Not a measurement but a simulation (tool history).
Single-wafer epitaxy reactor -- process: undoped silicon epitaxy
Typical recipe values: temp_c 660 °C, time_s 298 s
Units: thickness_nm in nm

run    day  temp_c  time_s  wafers since the last listed run  hours since the last pyrometer calibration  hours since the gauge calibration  read-back reference wafer on the same gauge, thickness_nm  thickness_nm
  1      0     660     298                                 0                                      1096.8                                  8                                                     49.025        59.171
  2  0.425     660     298                                66                                        1107                               18.2                                                     48.985        59.315
  3   1.15     660     298                               113                                      1124.4                               35.6                                                     48.972        58.583
  4  1.762     660     298                                95                                      1139.1                               50.3                                                     48.922        59.264
  5  2.262     660     298                                78                                      1151.1                               62.3                                                     48.981        58.765
  6  2.971     650     298                               110                                      1168.1                               79.3                                                     49.008        45.899
  7  3.396     660     298                                66                                      1178.3                               89.5                                                     48.961        58.628
  8  3.854     660     298                                71                                      1189.3                              100.5                                                      48.94        58.999
  9  4.575     660     298                               112                                      1206.6                              117.8                                                      48.97        58.795
     4.729  -- gauge calibrated
       5.3  -- pyrometer calibrated
 10  5.321     645     274                                64                                         0.5                               14.2                                                     48.944        37.124
 11  5.754     660     298                                67                                        10.9                               24.6                                                     48.954        59.195
 12  6.438     648     275                               106                                        27.3                                 41                                                     49.039          40.2
 13  6.792     674     298                                55                                        35.8                               49.5                                                     49.045        81.884
 14  7.146     660     252                                55                                        44.3                                 58                                                     49.007        50.314
 15  7.421     666     298                                42                                        50.9                               64.6                                                     48.992        67.926
 16  7.892     651     329                                73                                        62.2                               75.9                                                     49.041        52.122

What if the next run were any one of these 3? Each begins from the tool's condition after run 16:
  A  7.912     667     298                                 3                                        62.7                               76.4                                                          ?             ?
  B  7.912     660     277                                 3                                        62.7                               76.4                                                          ?             ?
  C  7.912     655     316                                 3                                        62.7                               76.4                                                          ?             ?

run  read-back reference wafer on the same gauge, thickness_nm  thickness_nm
  A                                                     49.026        69.898
  B                                                     49.026        54.885
  C                                                     49.026        55.405
With the hidden condition removed and each run's random variation left untouched, the same runs would have given:
run  thickness_nm
  A        69.898
  B        54.885
  C        55.405

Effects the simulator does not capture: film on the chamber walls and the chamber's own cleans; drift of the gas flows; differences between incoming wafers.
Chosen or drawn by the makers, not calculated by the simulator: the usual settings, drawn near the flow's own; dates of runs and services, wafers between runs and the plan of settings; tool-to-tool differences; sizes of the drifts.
